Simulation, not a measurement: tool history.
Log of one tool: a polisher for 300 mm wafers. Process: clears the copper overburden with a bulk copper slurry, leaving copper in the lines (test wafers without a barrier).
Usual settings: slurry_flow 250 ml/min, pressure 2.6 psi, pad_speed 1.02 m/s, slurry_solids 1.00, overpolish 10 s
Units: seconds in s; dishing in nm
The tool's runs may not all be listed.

run   hour  slurry_flow  pressure  pad_speed  slurry_solids  overpolish  wafers since the last listed run  wafers polished on this pad  hours since the slurry nozzle was cleaned  hours since the head pressure was calibrated  hours since the slurry blender was calibrated  incoming thickness of the incoming film, nm  seconds  dishing
  1    0.0          185       2.6       0.80           1.00          10                                 0                           13                                      498.2                                         780.8                                          236.0                                        886.6    138.8     42.2
  2   12.3          185       2.6       0.80           1.00          10                                91                          104                                      510.5                                         793.1                                          248.3                                        868.6    138.1     42.4
  3   28.1          185       2.6       0.80           1.00          10                               117                          222                                      526.3                                         808.9                                          264.1                                        875.6    137.6     42.0
  4   36.6          250       2.6       1.02           1.00          10                                63                          285                                      534.8                                         817.4                                          272.6                                        870.7    106.3     52.0
  5   47.8          250       2.6       1.02           1.00          10                                83                          368                                      546.0                                         828.6                                          283.8                                        870.6    106.2     54.1
  6   54.1          250       2.6       1.02           1.00          10                                46                          414                                      552.3                                         834.9                                          290.1                                        881.7    106.4     52.1
  7   66.3          250       2.6       1.02           1.00          10                                90                          505                                      564.5                                         847.1                                          302.3                                        891.8    110.1     52.5
  8   73.5          250       2.0       1.02           1.00          14                                53                          558                                      571.7                                         854.3                                          309.5                                        876.0    136.4     54.1
  9   87.1          250       2.0       1.02           1.00          14                               100                          659                                      585.3                                         867.9                                          323.1                                        879.9    138.9     53.2
 10  103.8          250       2.0       1.02           1.00          14                               123                          783                                      602.0                                         884.6                                          339.8                                        889.7    137.0     52.7
 11  113.5          180       2.6       1.02           1.10          10                                71                          855                                      611.7                                         894.3                                          349.5                                        889.5    109.9     51.7
 12  124.7          180       2.6       1.02           1.10          10                                83                          938                                      622.9                                         905.5                                          360.7                                        881.3    107.3     50.3
 13  138.9          250       2.6       1.02           1.00          10                               105                         1043                                      637.1                                         919.7                                          374.9                                        871.3    105.4     51.9
 14  148.0          250       2.0       1.02           1.00          10                                67                         1111                                      646.2                                         928.8                                          384.0                                        873.0    138.2     43.1
 15  154.9          285       2.6       1.02           1.30           8                                51                         1162                                      653.1                                         935.7                                          390.9                                        889.1    102.1     47.3
     162.0  -- slurry blender recalibrated
     165.7  -- head pressure recalibrated
 16  166.2          205       2.6       1.20           1.00          10                                54                         1216                                      664.4                                           0.5                                            4.2                                        875.4     97.9     53.4
     173.9  -- worn pad replaced by a new one
 17  175.8          250       2.6       1.02           0.75          10                                41                           14                                      674.0                                          10.1                                           13.8                                        890.1    120.7     47.2
     178.1  -- slurry nozzle cleaned
 18  182.6          250       2.9       1.02           0.80          10                                43                           57                                        4.5                                          16.9                                           20.6                                        878.7    105.7     52.0
 19  193.8          250       2.6       1.02           1.00          10                                83                          140                                       15.7                                          28.1                                           31.8                                        864.2    112.0     50.8
 20  204.3          250       2.0       1.02           1.00          14                                77                          218                                       26.2                                          38.6                                           42.3                                        894.2    149.0     50.0
 21  211.2          250       2.6       1.02           1.20          10                                51                          269                                       33.1                                          45.5                                           49.2                                        871.4    109.6     51.7
 22  226.1          250       3.0       1.02           1.00          10                               110                          379                                       48.0                                          60.4                                           64.1                                        878.2     97.6     55.6
 23  240.5          250       2.6       1.18           0.70          10                               106                          486                                       62.4                                          74.8                                           78.5                                        879.7    104.9     53.2
 24  256.5          190       2.6       1.02           1.00           6                               118                          605                                       78.4                                          90.8                                           94.5                                        878.0    116.2     32.2
 25  265.5          250       2.6       1.24           1.00           7                                66                          672                                       87.4                                          99.8                                          103.5                                        862.8     92.1     43.5
 26  281.2          250       2.9       1.02           1.00          10                               116                          788                                      103.1                                         115.5                                          119.2                                        883.7    101.1     53.7

5 ways to go on from here, each from the tool as it stands after run 26. What would each give?
  A  281.7          250       2.6       1.02           1.00          10                                 3                          792                                      103.6                                         116.0                                          119.7                                        885.8        ?        ?
  B  281.7          250       2.6       1.02           1.00           6                                 3                          792                                      103.6                                         116.0                                          119.7                                        885.8        ?        ?
  C  281.7          205       2.6       0.92           0.90           5                                 3                          792                                      103.6                                         116.0                                          119.7                                        885.8        ?        ?
  D  281.7          285       2.0       0.82           1.00          10                                 3                          792                                      103.6                                         116.0                                          119.7                                        885.8        ?        ?
  E  281.7          250       2.6       1.02           0.90          10                                 3                          792                                      103.6                                         116.0                                          119.7                                        885.8        ?        ?

run  seconds  dishing
  A    116.5     49.1
  B    116.5     32.4
  C    134.1     24.5
  D    186.2     33.2
  E    118.5     48.4
Without the tool's hidden state the same runs would have given:
run  seconds  dishing
  A    115.8     49.2
  B    115.8     32.5
  C    133.3     24.6
  D    185.1     33.3
  E    117.8     48.5
